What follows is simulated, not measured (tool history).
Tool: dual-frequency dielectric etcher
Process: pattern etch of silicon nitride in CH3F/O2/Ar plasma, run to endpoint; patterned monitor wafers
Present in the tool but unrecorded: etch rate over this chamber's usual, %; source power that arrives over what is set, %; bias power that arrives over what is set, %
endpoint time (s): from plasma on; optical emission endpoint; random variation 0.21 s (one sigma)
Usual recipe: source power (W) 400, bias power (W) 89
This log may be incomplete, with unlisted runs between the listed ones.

run,hour,source power (W),bias power (W),wafers since the last listed run,hours since the last wet clean,hours since the last source power generator calibration,hours since the last bias power generator calibration,hours since the last upper electrode change,"incoming incoming film thickness, nm",endpoint time (s)
1,0,340,94,0,126.2,2054.3,3185.6,4427,28.96,36.8
2,104.5,400,89,1412,230.7,2158.8,3290.1,4531.5,29.03,35.5
3,161.3,400,89,767,287.5,2215.6,3346.9,4588.3,29.13,35.6
4,256,320,89,1280,382.2,2310.3,3441.6,4683,28.91,37.7
5,347,320,89,1230,473.2,2401.3,3532.6,4774,29.32,39
6,383.3,320,89,490,509.5,2437.6,3568.9,4810.3,29.23,38.5
# hour 449.9: wet clean of the chamber
7,489.3,360,89,1108,39.4,2543.6,3674.9,4916.3,29.25,36.9
8,538.5,400,89,665,88.6,2592.8,3724.1,4965.5,28.88,35.6
9,598.5,480,89,811,148.6,2652.8,3784.1,5025.5,29.12,33.8
10,645.1,480,89,629,195.2,2699.4,3830.7,5072.1,29.06,34.1
11,752.7,400,80,1454,302.8,2807,3938.3,5179.7,29.23,37.4
# hour 791.8: source power generator calibrated
12,857.6,400,80,1363,407.7,65.8,4043.2,5284.6,29.11,37.6
13,900.2,400,77,575,450.3,108.4,4085.8,5327.2,29.31,38.3
# hour 990.7: wet clean of the chamber
14,991.2,430,99,905,0.5,199.4,4176.8,5418.2,29.44,34.1
15,1012.5,400,89,287,21.8,220.7,4198.1,5439.5,29.32,35.9
# hour 1075: bias power generator calibrated
16,1087.1,360,71,954,96.4,295.3,12.1,5514.1,28.96,40.3
17,1139.3,320,82,705,148.6,347.5,64.3,5566.3,28.99,39.2
18,1178.8,330,75,533,188.1,387,103.8,5605.8,29.28,41
19,1248.4,490,96,940,257.7,456.6,173.4,5675.4,29.08,33.3
20,1316.6,400,78,921,325.9,524.8,241.6,5743.6,28.94,37.7
21,1460.4,370,74,1943,469.7,668.6,385.4,5887.4,29.09,38.9
# hour 1500.7: upper electrode replaced
22,1503.1,440,89,252,512.4,711.3,428.1,2.4,29,34.9
23,1570.6,360,71,912,579.9,778.8,495.6,69.9,29.01,40.2
# hour 1683.1: wet clean of the chamber
24,1683.6,300,97,1203,0.5,891.8,608.6,182.9,29.12,37.6
25,1760.8,340,111,1043,77.7,969,685.8,260.1,29.17,34.6
26,1803.5,330,67,577,120.4,1011.7,728.5,302.8,29.21,42.4
27,1867,400,89,858,183.9,1075.2,792,366.3,29.28,36.2
28,1935,400,89,919,251.9,1143.2,860,434.3,29.05,35.8
29,2007.3,350,73,977,324.2,1215.5,932.3,506.6,29.18,40.7

Expected results for the next run?
30,2067.5,400,89,813,384.4,1275.7,992.5,566.8,29.23,?

{"run 30": {"endpoint time (s)": 36.1}}
Minus the tool's unlogged condition, the same run would have read endpoint time (s) 36.1.
